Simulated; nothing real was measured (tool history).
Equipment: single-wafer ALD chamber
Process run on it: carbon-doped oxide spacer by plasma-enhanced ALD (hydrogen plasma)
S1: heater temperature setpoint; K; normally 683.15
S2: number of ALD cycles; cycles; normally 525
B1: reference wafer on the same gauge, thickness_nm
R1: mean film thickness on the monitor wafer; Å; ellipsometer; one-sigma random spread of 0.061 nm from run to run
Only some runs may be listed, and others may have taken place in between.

Run 1, hour 0.0: usual settings but S2 475 cycles; B1 25.010. Result: R1 218.28 Å.
Run 2, hour 22.5: usual settings; B1 24.987. Result: R1 242.28 Å.
Run 3, hour 39.5: usual settings; B1 25.001. Result: R1 242.41 Å.
Run 4, hour 64.2: usual settings; B1 24.975. Result: R1 241.27 Å.
Run 5, hour 85.5: usual settings but S1 687.15 K; B1 25.007. Result: R1 240.29 Å.
Run 6, hour 118.0: usual settings but S1 687.15 K; B1 25.008. Result: R1 239.19 Å.
Run 7, hour 143.2: usual settings but S1 687.15 K; B1 24.993. Result: R1 238.60 Å.
Run 8, hour 174.9: usual settings; B1 25.008. Result: R1 241.81 Å.
Run 9, hour 192.2: usual settings but S2 586 cycles; B1 25.008. Result: R1 269.84 Å.
Run 10, hour 210.1: usual settings but S2 586 cycles; B1 24.985. Result: R1 270.35 Å.
Run 11, hour 233.5: usual settings but S2 586 cycles; B1 25.012. Result: R1 269.06 Å.
Run 12, hour 252.1: usual settings; B1 24.992. Result: R1 240.52 Å.
Run 13, hour 278.1: usual settings; B1 24.991. Result: R1 241.24 Å.
Run 14, hour 317.6: usual settings; B1 24.990. Result: R1 240.52 Å.
Run 15, hour 331.6: usual settings but S1 679.15 K; B1 24.993. Result: R1 244.27 Å.
Run 16, hour 349.8: usual settings but S1 679.15 K; B1 25.000. Result: R1 244.04 Å.
Run 17, hour 374.4: usual settings; B1 24.995. Result: R1 241.29 Å.
Run 18, hour 392.8: usual settings; B1 24.996. Result: R1 239.90 Å.
Run 19, hour 424.6: usual settings; B1 25.005. Result: R1 241.27 Å.
Run 20, hour 444.1: usual settings; B1 24.993. Result: R1 241.56 Å.
Run 21, hour 468.9: usual settings; B1 25.006. Result: R1 240.06 Å.
At hour 481.9: gauge calibrated.
Run 22, hour 504.4: usual settings; B1 25.005. Result: R1 241.75 Å.
Run 23, hour 523.1: usual settings but S1 697.15 K, S2 494 cycles; B1 25.021. Result: R1 217.63 Å.
Run 24, hour 575.8: usual settings but S2 599 cycles; B1 24.998. Result: R1 275.25 Å.
Run 25, hour 607.6: usual settings but S2 433 cycles; B1 25.011. Result: R1 198.82 Å.
Run 26, hour 641.2: usual settings but S1 691.15 K, S2 630 cycles; B1 25.000. Result: R1 281.53 Å.
Run 27, hour 666.3: usual settings; B1 24.998. Result: R1 242.70 Å.
Run 28, hour 695.0: usual settings; B1 24.992. Result: R1 240.84 Å.
Run 29, hour 721.0: usual settings but S1 688.15 K, S2 444 cycles; B1 24.992. Result: R1 200.70 Å.
Run 30, hour 741.3: usual settings but S1 670.15 K, S2 469 cycles; B1 24.999. Result: R1 223.36 Å.
Run 31, hour 773.1: usual settings but S1 687.15 K, S2 471 cycles; B1 25.001. Result: R1 214.24 Å.
Run 32, hour 785.5: usual settings but S1 695.15 K, S2 428 cycles; B1 24.986. Result: R1 189.58 Å.
At hour 815.6: thermocouple changed; heater temperature recalibrated.
Run 33, hour 816.1: usual settings but S1 692.15 K, S2 425 cycles; B1 25.004. Result: R1 193.45 Å.
Run 34, hour 837.7: usual settings but S1 697.15 K, S2 426 cycles; B1 25.000. Result: R1 192.32 Å.
Run 35, hour 851.9: usual settings but S1 688.15 K, S2 439 cycles; B1 24.978. Result: R1 202.19 Å.
Run 36, hour 878.4: usual settings but S1 687.15 K, S2 471 cycles; B1 25.001. Result: R1 216.46 Å.
Run 37, hour 903.2: usual settings but S1 691.15 K, S2 475 cycles; B1 24.975. Result: R1 216.02 Å.
Run 38, hour 924.1: usual settings but S1 692.15 K, S2 493 cycles; B1 25.000. Result: R1 223.33 Å.
Run 39, hour 940.8: usual settings but S2 575 cycles; B1 25.001. Result: R1 267.79 Å.
Run 40, hour 995.2: usual settings but S1 679.15 K; B1 25.006. Result: R1 246.67 Å.
Run 41, hour 1026.7: usual settings but S1 690.15 K, S2 421 cycles; B1 25.022. Result: R1 191.27 Å.
Run 42, hour 1062.7: usual settings; B1 25.011. Result: R1 242.80 Å.
Run 43, hour 1078.6: usual settings but S1 677.15 K, S2 455 cycles; B1 25.007. Result: R1 213.93 Å.
Run 44, hour 1104.8: usual settings but S2 601 cycles; B1 25.011. Result: R1 278.42 Å.

Had the tool no unlogged condition, and each run kept its random variation, what would the results have been?
The tool's hidden condition here consists of: wafer temperature above the value expected at the setpoint (K); gauge reads high (%).
run      R1
  1  220.94
  2  245.28
  3  245.44
  4  244.34
  5  243.42
  6  242.37
  7  241.81
  8  245.09
  9  273.52
 10  274.07
 11  272.80
 12  243.89
 13  244.66
 14  243.98
 15  247.75
 16  247.54
 17  244.82
 18  243.43
 19  244.85
 20  245.16
 21  243.67
 22  245.42
 23  221.08
 24  279.48
 25  201.90
 26  286.01
 27  246.49
 28  244.62
 29  203.91
 30  225.79
 31  217.68
 32  192.70
 33  193.38
 34  192.39
 35  202.36
 36  216.81
 37  216.53
 38  223.99
 39  268.68
 40  247.81
 41  192.33
 42  244.30
 43  215.30
 44  280.37
